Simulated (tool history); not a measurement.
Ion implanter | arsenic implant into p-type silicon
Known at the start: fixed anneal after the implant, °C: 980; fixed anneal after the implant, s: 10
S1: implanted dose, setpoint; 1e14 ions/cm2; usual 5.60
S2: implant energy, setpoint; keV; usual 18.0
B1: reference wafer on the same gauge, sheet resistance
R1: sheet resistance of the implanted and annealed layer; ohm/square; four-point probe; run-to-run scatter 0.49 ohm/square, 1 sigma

run	hour	S1	S2	B1	R1
1	0.0	5.60	18.0	215.49	191.25
2	34.4	5.60	14.5	215.68	198.86
3	49.3	5.60	14.5	215.67	197.96
4	69.9	6.35	18.0	215.64	177.67
5	93.2	6.35	18.0	215.89	178.03
6	113.6	5.60	18.0	215.87	191.71
7	129.8	5.60	18.0	216.08	191.81
8	144.7	6.62	18.0	215.97	174.07
9	163.0	4.89	18.0	216.16	209.91
10	175.9	4.89	18.0	216.44	209.82
11	205.7	4.89	18.0	216.52	209.92
# hour 227.5: extraction supply calibrated
# hour 232.4: Faraday cup replaced and dose calibrated
12	232.9	4.97	14.0	216.56	214.63
13	258.6	4.09	22.0	216.79	231.30
14	280.1	6.95	23.0	217.05	160.92
15	296.6	6.08	19.5	217.12	181.54
16	310.4	5.60	18.0	217.14	193.72
17	340.2	6.38	21.5	217.32	172.19
18	356.5	5.60	18.0	217.54	191.97
# hour 375.6: gauge calibrated
19	387.2	4.14	22.5	215.10	226.85
20	400.7	4.12	16.5	214.88	237.28
21	423.6	6.70	15.5	214.90	177.01
22	456.8	6.47	16.0	214.88	179.00
23	476.7	6.38	21.5	214.92	170.93

What will run 24 give?
24	510.1	5.60	18.0	?	?

B1: 214.92
R1: 190.90 ohm/square
Were there no unlogged condition in the tool, this run, its random variation unchanged, would have produced R1 190.89 ohm/square.

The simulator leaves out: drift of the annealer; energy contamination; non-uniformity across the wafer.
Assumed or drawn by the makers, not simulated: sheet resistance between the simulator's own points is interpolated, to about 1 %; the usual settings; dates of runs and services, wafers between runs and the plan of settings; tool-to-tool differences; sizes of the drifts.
